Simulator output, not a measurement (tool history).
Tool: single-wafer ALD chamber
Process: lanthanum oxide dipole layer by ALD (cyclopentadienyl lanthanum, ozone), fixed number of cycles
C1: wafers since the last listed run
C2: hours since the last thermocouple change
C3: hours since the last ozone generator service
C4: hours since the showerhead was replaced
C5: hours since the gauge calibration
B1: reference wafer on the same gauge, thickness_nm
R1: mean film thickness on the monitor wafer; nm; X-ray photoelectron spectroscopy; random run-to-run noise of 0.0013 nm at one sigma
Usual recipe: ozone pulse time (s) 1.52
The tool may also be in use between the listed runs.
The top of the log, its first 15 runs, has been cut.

-- hour=193.6 showerhead replaced
-- hour=198.7 ozone generator serviced
run 16 hour=199.2 | ozone_pulse_time_(s)=1.03 | C1=112 C2=80.1 C3=0.5 C4=5.6 C5=454.5 | B1=0.523 | R1=0.463
run 17 hour=202.4 | ozone_pulse_time_(s)=2.04 | C1=38 C2=83.3 C3=3.7 C4=8.8 C5=457.7 | B1=0.523 | R1=0.541
run 18 hour=210.8 | ozone_pulse_time_(s)=2.03 | C1=102 C2=91.7 C3=12.1 C4=17.2 C5=466.1 | B1=0.523 | R1=0.544
run 19 hour=218.1 | ozone_pulse_time_(s)=1.21 | C1=88 C2=99.0 C3=19.4 C4=24.5 C5=473.4 | B1=0.523 | R1=0.491
run 20 hour=225.3 | ozone_pulse_time_(s)=1.52 | C1=87 C2=106.2 C3=26.6 C4=31.7 C5=480.6 | B1=0.523 | R1=0.522
run 21 hour=243.3 | ozone_pulse_time_(s)=1.34 | C1=218 C2=124.2 C3=44.6 C4=49.7 C5=498.6 | B1=0.523 | R1=0.507
run 22 hour=251.1 | ozone_pulse_time_(s)=1.52 | C1=94 C2=132.0 C3=52.4 C4=57.5 C5=506.4 | B1=0.523 | R1=0.523
run 23 hour=266.2 | ozone_pulse_time_(s)=1.52 | C1=183 C2=147.1 C3=67.5 C4=72.6 C5=521.5 | B1=0.523 | R1=0.523
run 24 hour=275.0 | ozone_pulse_time_(s)=1.75 | C1=106 C2=155.9 C3=76.3 C4=81.4 C5=530.3 | B1=0.523 | R1=0.536

For run 25, what comes out?
run 25 hour=289.1 | ozone_pulse_time_(s)=2.08 | C1=171 C2=170.0 C3=90.4 C4=95.5 C5=544.4 | B1=? | R1=?

Run 25 gave B1 0.523, R1 0.542 nm.
With no hidden state in the tool, this same run would have given R1 0.544 nm.
